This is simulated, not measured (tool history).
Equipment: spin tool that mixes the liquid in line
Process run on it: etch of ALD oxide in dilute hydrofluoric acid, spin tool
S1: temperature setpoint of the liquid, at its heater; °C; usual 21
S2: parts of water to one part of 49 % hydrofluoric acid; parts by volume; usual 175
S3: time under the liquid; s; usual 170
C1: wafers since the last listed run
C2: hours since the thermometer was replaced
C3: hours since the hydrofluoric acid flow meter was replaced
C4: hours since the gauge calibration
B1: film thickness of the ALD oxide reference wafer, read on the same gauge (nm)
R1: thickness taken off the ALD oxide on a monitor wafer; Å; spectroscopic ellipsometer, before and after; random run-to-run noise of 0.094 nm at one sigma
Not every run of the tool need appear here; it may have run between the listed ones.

| run | hour | S1 | S2 | S3 | C1 | C2 | C3 | C4 | B1 | R1 |
|---|---|---|---|---|---|---|---|---|---|---|
| 1 | 0 | 21 | 175 | 170 | 0 | 1675.4 | 1216.8 | 505.1 | 90.01 | 252.9 |
| 2 | 29.6 | 21 | 175 | 170 | 264 | 1705 | 1246.4 | 534.7 | 89.97 | 251.9 |
| 3 | 48.3 | 21 | 175 | 170 | 166 | 1723.7 | 1265.1 | 553.4 | 89.99 | 250.3 |
| 4 | 64 | 21 | 175 | 170 | 140 | 1739.4 | 1280.8 | 569.1 | 90.01 | 251.4 |
| 5 | 97.6 | 21 | 175 | 170 | 299 | 1773 | 1314.4 | 602.7 | 90 | 250.5 |
| 6 | 128.8 | 21 | 175 | 170 | 278 | 1804.2 | 1345.6 | 633.9 | 90.01 | 251.2 |
| 7 | 151 | 21 | 175 | 170 | 198 | 1826.4 | 1367.8 | 656.1 | 90.02 | 250.8 |
| 8 | 184.7 | 21 | 175 | 170 | 300 | 1860.1 | 1401.5 | 689.8 | 89.98 | 249.3 |
| 9 | 213 | 21 | 175 | 170 | 252 | 1888.4 | 1429.8 | 718.1 | 90.01 | 251.7 |
| 10 | 243.3 | 21 | 175 | 195 | 270 | 1918.7 | 1460.1 | 748.4 | 90.01 | 288.4 |
| 11 | 257.3 | 21 | 175 | 170 | 124 | 1932.7 | 1474.1 | 762.4 | 90 | 249.7 |
| 12 | 277.5 | 21 | 175 | 170 | 180 | 1952.9 | 1494.3 | 782.6 | 89.98 | 249.9 |
|  | 314.5 | hydrofluoric acid flow meter replaced |
| 13 | 314.8 | 21 | 110 | 220 | 323 | 1990.2 | 0.3 | 819.9 | 90.01 | 570 |
| 14 | 329.7 | 21 | 175 | 170 | 132 | 2005.1 | 15.2 | 834.8 | 89.99 | 257.2 |
| 15 | 342.9 | 21 | 120 | 170 | 117 | 2018.3 | 28.4 | 848 | 89.97 | 397.6 |
| 16 | 376.5 | 21 | 120 | 170 | 299 | 2051.9 | 62 | 881.6 | 90 | 399.8 |
| 17 | 401.8 | 24 | 220 | 170 | 225 | 2077.2 | 87.3 | 906.9 | 90.01 | 218.7 |
|  | 416.8 | gauge calibrated |
|  | 418.2 | thermometer replaced |
| 18 | 446.6 | 19 | 175 | 135 | 390 | 28.4 | 132.1 | 29.8 | 89.99 | 189.2 |
| 19 | 473.3 | 19.5 | 115 | 120 | 238 | 55.1 | 158.8 | 56.5 | 90.01 | 277.9 |
| 20 | 507.4 | 21 | 235 | 85 | 304 | 89.2 | 192.9 | 90.6 | 90 | 90.3 |
| 21 | 540.6 | 25.5 | 175 | 170 | 296 | 122.4 | 226.1 | 123.8 | 90.01 | 302.7 |
| 22 | 620.1 | 21 | 110 | 140 | 709 | 201.9 | 305.6 | 203.3 | 89.99 | 360.5 |
| 23 | 647.4 | 24.5 | 205 | 120 | 243 | 229.2 | 332.9 | 230.6 | 90.01 | 169.8 |
| 24 | 661.6 | 21 | 175 | 170 | 126 | 243.4 | 347.1 | 244.8 | 89.97 | 256.3 |
| 25 | 697.1 | 25.5 | 105 | 170 | 316 | 278.9 | 382.6 | 280.3 | 89.99 | 551.9 |
| 26 | 725.8 | 21 | 175 | 170 | 256 | 307.6 | 411.3 | 309 | 89.98 | 255.4 |
| 27 | 758.6 | 21 | 175 | 170 | 292 | 340.4 | 444.1 | 341.8 | 90 | 255.6 |
| 28 | 777.9 | 24 | 105 | 245 | 172 | 359.7 | 463.4 | 361.1 | 90.04 | 745 |
| 29 | 807.9 | 21 | 175 | 170 | 267 | 389.7 | 493.4 | 391.1 | 90.03 | 253 |
| 30 | 820.7 | 21 | 175 | 170 | 114 | 402.5 | 506.2 | 403.9 | 90.01 | 253.9 |
| 31 | 833.4 | 24 | 175 | 170 | 113 | 415.2 | 518.9 | 416.6 | 89.99 | 284.9 |
| 32 | 863.1 | 19.5 | 115 | 120 | 265 | 444.9 | 548.6 | 446.3 | 89.99 | 274.5 |
| 33 | 879.6 | 19 | 205 | 235 | 147 | 461.4 | 565.1 | 462.8 | 89.99 | 268.5 |

For some of the steps in R1 from one run to the next: how much would appear even if the tool had no hidden state, given the settings, what came in and random variation, and how much remains for the hidden state plus any gauge scatter that the measured result and the result without hidden state don't share?
Hidden state present: liquid colder than its thermometer reads (K); hydrofluoric acid flow below the setpoint (%); gauge reads high (%).
Run 12 -> 13: S2 175 -> 110, S3 170 -> 220, hydrofluoric acid flow meter replaced. R1 +320.1 Å: hidden state +6.5, all else +313.6.
Run 27 -> 28: S1 21 -> 24, S2 175 -> 105, S3 170 -> 245. R1 +489.4 Å: hidden state -8.5, all else +497.9.
Run 28 -> 29: S1 24 -> 21, S2 105 -> 175, S3 245 -> 170. R1 -492 Å: hidden state +8.3, all else -500.3.
